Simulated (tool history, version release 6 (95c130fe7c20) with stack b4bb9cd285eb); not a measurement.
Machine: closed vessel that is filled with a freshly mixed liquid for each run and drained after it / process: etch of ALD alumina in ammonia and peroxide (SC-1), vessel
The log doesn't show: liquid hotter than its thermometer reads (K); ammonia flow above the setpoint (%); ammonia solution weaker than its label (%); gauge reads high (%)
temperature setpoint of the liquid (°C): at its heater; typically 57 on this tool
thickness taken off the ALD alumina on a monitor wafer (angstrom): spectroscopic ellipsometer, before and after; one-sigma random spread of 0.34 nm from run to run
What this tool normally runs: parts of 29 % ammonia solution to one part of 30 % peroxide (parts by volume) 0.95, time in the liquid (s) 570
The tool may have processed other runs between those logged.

run,hour,temperature setpoint of the liquid (°C),parts of 29 % ammonia solution to one part of 30 % peroxide (parts by volume),time in the liquid (s),wafers since the last listed run,hours since the thermometer was replaced,hours since the ammonia flow meter was replaced,hours since the drum of ammonia solution was connected,hours since the gauge calibration,"read-back film thickness of the ALD alumina reference wafer, read on the same gauge (nm)",thickness taken off the ALD alumina on a monitor wafer (angstrom)
1,0,57,0.95,570,0,102.8,604.3,70.4,957,154.02,490.7
# hour 19.7: gauge calibrated
2,21.3,57,0.95,570,1881,124.1,625.6,91.7,1.6,150.3,472.5
3,49,57,0.95,570,2446,151.8,653.3,119.4,29.3,150.69,474.8
4,71.1,57,0.95,570,1952,173.9,675.4,141.5,51.4,150.96,476
5,104.8,57,0.95,570,2976,207.6,709.1,175.2,85.1,151.4,474.3
6,118,57,0.95,570,1166,220.8,722.3,188.4,98.3,151.57,477.7
7,142.4,50.5,0.95,570,2155,245.2,746.7,212.8,122.7,151.82,334
8,155.7,50.5,0.95,570,1174,258.5,760,226.1,136,151.96,332
9,184.7,57,0.95,570,2561,287.5,789,255.1,165,152.26,472.6
# hour 194.7: ammonia flow meter replaced
10,200.6,57,0.95,570,1316,303.4,5.9,271,180.9,152.38,481.5
11,220.2,57,0.95,570,1731,323,25.5,290.6,200.5,152.55,473.3
12,243.8,53,1.1,570,2084,346.6,49.1,314.2,224.1,152.73,394
13,279.2,51.5,0.95,700,3127,382,84.5,349.6,259.5,152.98,436
14,307.1,57,0.95,570,2464,409.9,112.4,377.5,287.4,153.18,481.6
15,328.1,57,0.95,570,1855,430.9,133.4,398.5,308.4,153.28,484.8
16,355.7,48,0.95,275,2438,458.5,161,426.1,336,153.45,144.5
17,384.6,48.5,0.5,790,2552,487.4,189.9,455,364.9,153.59,398.3

The next listed run, before its measurement:
18,412,57,0.95,570,2420,514.8,217.3,482.4,392.3,?,?

read-back film thickness of the ALD alumina reference wafer, read on the same gauge (nm): 153.72
thickness taken off the ALD alumina on a monitor wafer (angstrom): 483
Had the tool carried no hidden state, the very same run would have given thickness taken off the ALD alumina on a monitor wafer (angstrom) 471.3.
